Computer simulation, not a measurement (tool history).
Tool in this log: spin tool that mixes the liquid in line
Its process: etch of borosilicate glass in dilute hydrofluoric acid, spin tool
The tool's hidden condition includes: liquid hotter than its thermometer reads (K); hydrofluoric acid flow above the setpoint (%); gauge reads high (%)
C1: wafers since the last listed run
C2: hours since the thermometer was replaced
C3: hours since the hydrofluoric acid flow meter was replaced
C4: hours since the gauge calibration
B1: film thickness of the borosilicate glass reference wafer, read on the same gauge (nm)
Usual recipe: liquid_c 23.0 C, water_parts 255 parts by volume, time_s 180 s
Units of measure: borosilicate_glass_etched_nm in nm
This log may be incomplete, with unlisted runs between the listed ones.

{"run": 1, "hour": 0.0, "liquid_c": 23.0, "water_parts": 200, "time_s": 180, "C1": 0, "C2": 899.7, "C3": 54.6, "C4": 767.2, "B1": 149.98, "borosilicate_glass_etched_nm": 15.72}
{"run": 2, "hour": 34.6, "liquid_c": 23.0, "water_parts": 200, "time_s": 180, "C1": 320, "C2": 934.3, "C3": 89.2, "C4": 801.8, "B1": 149.97, "borosilicate_glass_etched_nm": 15.77}
{"run": 3, "hour": 61.0, "liquid_c": 23.0, "water_parts": 200, "time_s": 180, "C1": 244, "C2": 960.7, "C3": 115.6, "C4": 828.2, "B1": 150.01, "borosilicate_glass_etched_nm": 15.66}
{"run": 4, "hour": 88.5, "liquid_c": 23.0, "water_parts": 255, "time_s": 180, "C1": 254, "C2": 988.2, "C3": 143.1, "C4": 855.7, "B1": 150.04, "borosilicate_glass_etched_nm": 11.77}
{"run": 5, "hour": 247.4, "liquid_c": 23.0, "water_parts": 255, "time_s": 180, "C1": 1470, "C2": 1147.1, "C3": 302.0, "C4": 1014.6, "B1": 149.98, "borosilicate_glass_etched_nm": 11.86}
{"run": 6, "hour": 279.2, "liquid_c": 23.0, "water_parts": 255, "time_s": 180, "C1": 294, "C2": 1178.9, "C3": 333.8, "C4": 1046.4, "B1": 149.97, "borosilicate_glass_etched_nm": 11.67}
{"run": 7, "hour": 349.8, "liquid_c": 23.0, "water_parts": 255, "time_s": 180, "C1": 653, "C2": 1249.5, "C3": 404.4, "C4": 1117.0, "B1": 150.01, "borosilicate_glass_etched_nm": 11.75}
{"run": 8, "hour": 410.3, "liquid_c": 23.0, "water_parts": 255, "time_s": 180, "C1": 559, "C2": 1310.0, "C3": 464.9, "C4": 1177.5, "B1": 150.02, "borosilicate_glass_etched_nm": 11.78}
{"run": 9, "hour": 478.8, "liquid_c": 23.0, "water_parts": 255, "time_s": 180, "C1": 633, "C2": 1378.5, "C3": 533.4, "C4": 1246.0, "B1": 150.02, "borosilicate_glass_etched_nm": 11.76}
{"hour": 505.4, "done": "hydrofluoric acid flow meter replaced"}
{"run": 10, "hour": 544.8, "liquid_c": 23.0, "water_parts": 255, "time_s": 180, "C1": 601, "C2": 1444.5, "C3": 39.4, "C4": 1312.0, "B1": 149.98, "borosilicate_glass_etched_nm": 11.74}
{"hour": 567.7, "done": "thermometer replaced"}
{"run": 11, "hour": 578.9, "liquid_c": 23.0, "water_parts": 255, "time_s": 210, "C1": 306, "C2": 11.2, "C3": 73.5, "C4": 1346.1, "B1": 149.97, "borosilicate_glass_etched_nm": 13.15}
{"run": 12, "hour": 619.9, "liquid_c": 23.0, "water_parts": 255, "time_s": 210, "C1": 379, "C2": 52.2, "C3": 114.5, "C4": 1387.1, "B1": 150.01, "borosilicate_glass_etched_nm": 13.23}
{"run": 13, "hour": 670.1, "liquid_c": 23.0, "water_parts": 310, "time_s": 180, "C1": 464, "C2": 102.4, "C3": 164.7, "C4": 1437.3, "B1": 150.02, "borosilicate_glass_etched_nm": 8.85}
{"run": 14, "hour": 737.1, "liquid_c": 23.0, "water_parts": 310, "time_s": 180, "C1": 620, "C2": 169.4, "C3": 231.7, "C4": 1504.3, "B1": 149.98, "borosilicate_glass_etched_nm": 8.89}
{"run": 15, "hour": 791.5, "liquid_c": 20.5, "water_parts": 160, "time_s": 215, "C1": 503, "C2": 223.8, "C3": 286.1, "C4": 1558.7, "B1": 150.01, "borosilicate_glass_etched_nm": 21.88}
{"run": 16, "hour": 841.4, "liquid_c": 23.0, "water_parts": 315, "time_s": 180, "C1": 461, "C2": 273.7, "C3": 336.0, "C4": 1608.6, "B1": 149.99, "borosilicate_glass_etched_nm": 8.7}
{"hour": 851.9, "done": "gauge calibrated"}
{"run": 17, "hour": 996.8, "liquid_c": 23.0, "water_parts": 255, "time_s": 75, "C1": 1438, "C2": 429.1, "C3": 491.4, "C4": 144.9, "B1": 149.97, "borosilicate_glass_etched_nm": 4.81}
{"run": 18, "hour": 1056.8, "liquid_c": 25.5, "water_parts": 160, "time_s": 225, "C1": 555, "C2": 489.1, "C3": 551.4, "C4": 204.9, "B1": 150.01, "borosilicate_glass_etched_nm": 27.65}
{"hour": 1064.5, "done": "hydrofluoric acid flow meter replaced"}
{"run": 19, "hour": 1091.7, "liquid_c": 23.0, "water_parts": 255, "time_s": 180, "C1": 313, "C2": 524.0, "C3": 27.2, "C4": 239.8, "B1": 149.97, "borosilicate_glass_etched_nm": 11.48}
{"run": 20, "hour": 1141.5, "liquid_c": 23.0, "water_parts": 255, "time_s": 180, "C1": 460, "C2": 573.8, "C3": 77.0, "C4": 289.6, "B1": 150.05, "borosilicate_glass_etched_nm": 11.42}
{"run": 21, "hour": 1210.4, "liquid_c": 23.0, "water_parts": 385, "time_s": 260, "C1": 637, "C2": 642.7, "C3": 145.9, "C4": 358.5, "B1": 150.0, "borosilicate_glass_etched_nm": 9.71}
{"run": 22, "hour": 1244.9, "liquid_c": 25.0, "water_parts": 335, "time_s": 215, "C1": 319, "C2": 677.2, "C3": 180.4, "C4": 393.0, "B1": 150.02, "borosilicate_glass_etched_nm": 10.37}
{"run": 23, "hour": 1283.2, "liquid_c": 23.0, "water_parts": 255, "time_s": 180, "C1": 354, "C2": 715.5, "C3": 218.7, "C4": 431.3, "B1": 150.01, "borosilicate_glass_etched_nm": 11.46}
{"run": 24, "hour": 1352.8, "liquid_c": 23.0, "water_parts": 255, "time_s": 180, "C1": 644, "C2": 785.1, "C3": 288.3, "C4": 500.9, "B1": 149.96, "borosilicate_glass_etched_nm": 11.57}
{"run": 25, "hour": 1401.0, "liquid_c": 28.0, "water_parts": 340, "time_s": 235, "C1": 446, "C2": 833.3, "C3": 336.5, "C4": 549.1, "B1": 150.04, "borosilicate_glass_etched_nm": 12.38}
{"run": 26, "hour": 1440.9, "liquid_c": 18.5, "water_parts": 215, "time_s": 260, "C1": 369, "C2": 873.2, "C3": 376.4, "C4": 589.0, "B1": 149.98, "borosilicate_glass_etched_nm": 17.48}
{"run": 27, "hour": 1489.3, "liquid_c": 19.5, "water_parts": 145, "time_s": 115, "C1": 447, "C2": 921.6, "C3": 424.8, "C4": 637.4, "B1": 150.04, "borosilicate_glass_etched_nm": 12.61}
{"run": 28, "hour": 1534.2, "liquid_c": 23.0, "water_parts": 255, "time_s": 80, "C1": 415, "C2": 966.5, "C3": 469.7, "C4": 682.3, "B1": 149.98, "borosilicate_glass_etched_nm": 5.11}
{"hour": 1597.4, "done": "hydrofluoric acid flow meter replaced"}
{"run": 29, "hour": 1604.2, "liquid_c": 26.0, "water_parts": 255, "time_s": 260, "C1": 638, "C2": 1036.5, "C3": 6.8, "C4": 752.3, "B1": 150.01, "borosilicate_glass_etched_nm": 18.68}
{"run": 30, "hour": 1646.6, "liquid_c": 21.5, "water_parts": 255, "time_s": 180, "C1": 392, "C2": 1078.9, "C3": 49.2, "C4": 794.7, "B1": 150.05, "borosilicate_glass_etched_nm": 11.16}
{"run": 31, "hour": 1710.2, "liquid_c": 27.5, "water_parts": 290, "time_s": 250, "C1": 588, "C2": 1142.5, "C3": 112.8, "C4": 858.3, "B1": 150.02, "borosilicate_glass_etched_nm": 15.79}
{"run": 32, "hour": 1748.0, "liquid_c": 23.0, "water_parts": 305, "time_s": 245, "C1": 349, "C2": 1180.3, "C3": 150.6, "C4": 896.1, "B1": 150.01, "borosilicate_glass_etched_nm": 12.66}
{"run": 33, "hour": 1812.2, "liquid_c": 23.0, "water_parts": 255, "time_s": 135, "C1": 594, "C2": 1244.5, "C3": 214.8, "C4": 960.3, "B1": 150.0, "borosilicate_glass_etched_nm": 8.72}

Take each entry between the runs: how does the hidden state at the last listed run before it differ from the hidden state at the first listed run after it?
After run 9, before run 10: hydrofluoric acid flow meter replaced (hour 505.4)
  liquid hotter than its thermometer reads (K): 0.889 -> 0.926
  measured less the result without the state, borosilicate_glass_etched_nm: +0.37 -> +0.38 nm
After run 10, before run 11: thermometer replaced (hour 567.7)
  liquid hotter than its thermometer reads (K): 0.926 -> 0.025
  measured less the result without the state, borosilicate_glass_etched_nm: +0.38 -> +0.02 nm
After run 16, before run 17: gauge calibrated (hour 851.9)
  liquid hotter than its thermometer reads (K): 0.172 -> 0.259
  measured less the result without the state, borosilicate_glass_etched_nm: +0.06 -> +0.04 nm
After run 18, before run 19: hydrofluoric acid flow meter replaced (hour 1064.5)
  liquid hotter than its thermometer reads (K): 0.292 -> 0.312
  measured less the result without the state, borosilicate_glass_etched_nm: +0.30 -> +0.12 nm
After run 28, before run 29: hydrofluoric acid flow meter replaced (hour 1597.4)
  liquid hotter than its thermometer reads (K): 0.559 -> 0.599
  measured less the result without the state, borosilicate_glass_etched_nm: +0.10 -> +0.39 nm
